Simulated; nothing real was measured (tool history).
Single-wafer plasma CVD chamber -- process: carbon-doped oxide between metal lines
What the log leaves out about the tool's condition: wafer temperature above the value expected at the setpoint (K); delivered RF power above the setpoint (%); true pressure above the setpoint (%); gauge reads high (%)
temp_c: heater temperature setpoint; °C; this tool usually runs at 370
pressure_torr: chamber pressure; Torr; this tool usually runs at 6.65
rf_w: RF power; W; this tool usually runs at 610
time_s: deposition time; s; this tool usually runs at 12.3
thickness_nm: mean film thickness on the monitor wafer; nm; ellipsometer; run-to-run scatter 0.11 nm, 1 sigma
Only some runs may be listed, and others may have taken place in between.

run	hour	temp_c	pressure_torr	rf_w	time_s	wafers since the last listed run	hours since the last thermocouple change	hours since the last RF generator calibration	hours since the last manometer calibration	hours since the showerhead was replaced	hours since the gauge calibration	read-back reference wafer on the same gauge, thickness_nm	thickness_nm
1	0.0	370	5.85	610	12.3	0	2184.8	1498.2	878.1	5272.1	816.0	81.587	69.027
2	40.2	370	5.85	610	12.3	1898	2225.0	1538.4	918.3	5312.3	856.2	81.546	69.339
3	66.3	370	6.65	610	10.4	1232	2251.1	1564.5	944.4	5338.4	882.3	81.617	59.437
4	136.3	370	6.65	610	10.4	3306	2321.1	1634.5	1014.4	5408.4	952.3	81.602	59.409
5	174.5	370	6.65	610	10.4	1804	2359.3	1672.7	1052.6	5446.6	990.5	81.569	59.263
6	215.3	370	6.65	550	13.4	1926	2400.1	1713.5	1093.4	5487.4	1031.3	81.570	73.404
7	269.3	370	6.65	610	12.3	2550	2454.1	1767.5	1147.4	5541.4	1085.3	81.607	69.902
8	324.0	370	6.65	610	12.3	2583	2508.8	1822.2	1202.1	5596.1	1140.0	81.621	69.818
9	391.0	370	6.65	610	12.3	3164	2575.8	1889.2	1269.1	5663.1	1207.0	81.621	69.781
10	451.4	379	7.54	610	12.3	2852	2636.2	1949.6	1329.5	5723.5	1267.4	81.605	69.178
# hour 480.4: capacitance manometer re-zeroed and calibrated
11	480.9	379	7.54	610	12.3	1015	2665.7	1979.1	0.5	5753.0	1296.9	81.620	69.372
12	533.2	379	7.54	610	12.3	2470	2718.0	2031.4	52.8	5805.3	1349.2	81.560	69.529
13	604.6	370	6.65	610	12.3	3372	2789.4	2102.8	124.2	5876.7	1420.6	81.593	70.126
14	666.9	370	7.44	540	13.8	2942	2851.7	2165.1	186.5	5939.0	1482.9	81.609	75.829
15	738.1	358	6.65	695	14.4	3362	2922.9	2236.3	257.7	6010.2	1554.1	81.594	88.460
16	771.2	370	6.65	610	14.2	1563	2956.0	2269.4	290.8	6043.3	1587.2	81.595	81.043
17	802.1	382	6.65	610	12.3	1459	2986.9	2300.3	321.7	6074.2	1618.1	81.592	68.374
18	828.9	370	6.01	610	13.7	1265	3013.7	2327.1	348.5	6101.0	1644.9	81.619	77.265
# hour 855.7: showerhead replaced
19	992.2	363	6.65	510	12.3	7334	3177.0	2490.4	511.8	136.5	1808.2	81.618	66.904
20	1055.1	363	5.97	710	9.9	2970	3239.9	2553.3	574.7	199.4	1871.1	81.598	60.209
# hour 1073.6: gauge calibrated
21	1086.5	370	6.01	610	13.7	1483	3271.3	2584.7	606.1	230.8	12.9	81.590	77.137
# hour 1103.1: thermocouple changed; heater temperature recalibrated
# hour 1142.8: RF generator calibrated
22	1161.4	362	7.94	610	12.3	2781	58.3	18.6	681.0	305.7	87.8	81.582	73.124
23	1218.3	370	6.65	610	12.3	2687	115.2	75.5	737.9	362.6	144.7	81.577	70.725
24	1372.0	370	6.65	610	12.3	7259	268.9	229.2	891.6	516.3	298.4	81.538	70.696
25	1434.1	370	6.01	610	13.7	2932	331.0	291.3	953.7	578.4	360.5	81.579	77.657
26	1459.6	370	6.21	510	13.9	1204	356.5	316.8	979.2	603.9	386.0	81.589	74.329
27	1520.6	370	6.65	610	12.3	2881	417.5	377.8	1040.2	664.9	447.0	81.529	70.370

The tool's hidden state at each run:
delivered RF power above the setpoint (%): 0 at every run
gauge reads high (%): 0 at every run
H1: wafer temperature above the value expected at the setpoint (K)
H2: true pressure above the setpoint (%)
run	H1	H2
1	5.21	-2
2	5.23	-2.24
3	5.25	-2.4
4	5.3	-2.84
5	5.32	-3.1
6	5.34	-3.38
7	5.37	-3.77
8	5.4	-4.19
9	5.43	-4.73
10	5.46	-5.24
11	5.48	-0.052
12	5.5	-0.061
13	5.53	-0.102
14	5.55	-0.165
15	5.57	-0.267
16	5.59	-0.326
17	5.6	-0.388
18	5.6	-0.446
19	5.65	-0.902
20	5.67	-1.12
21	5.67	-1.24
22	0.568	-1.56
23	0.899	-1.82
24	1.7	-2.63
25	1.99	-3
26	2.11	-3.16
27	2.37	-3.56
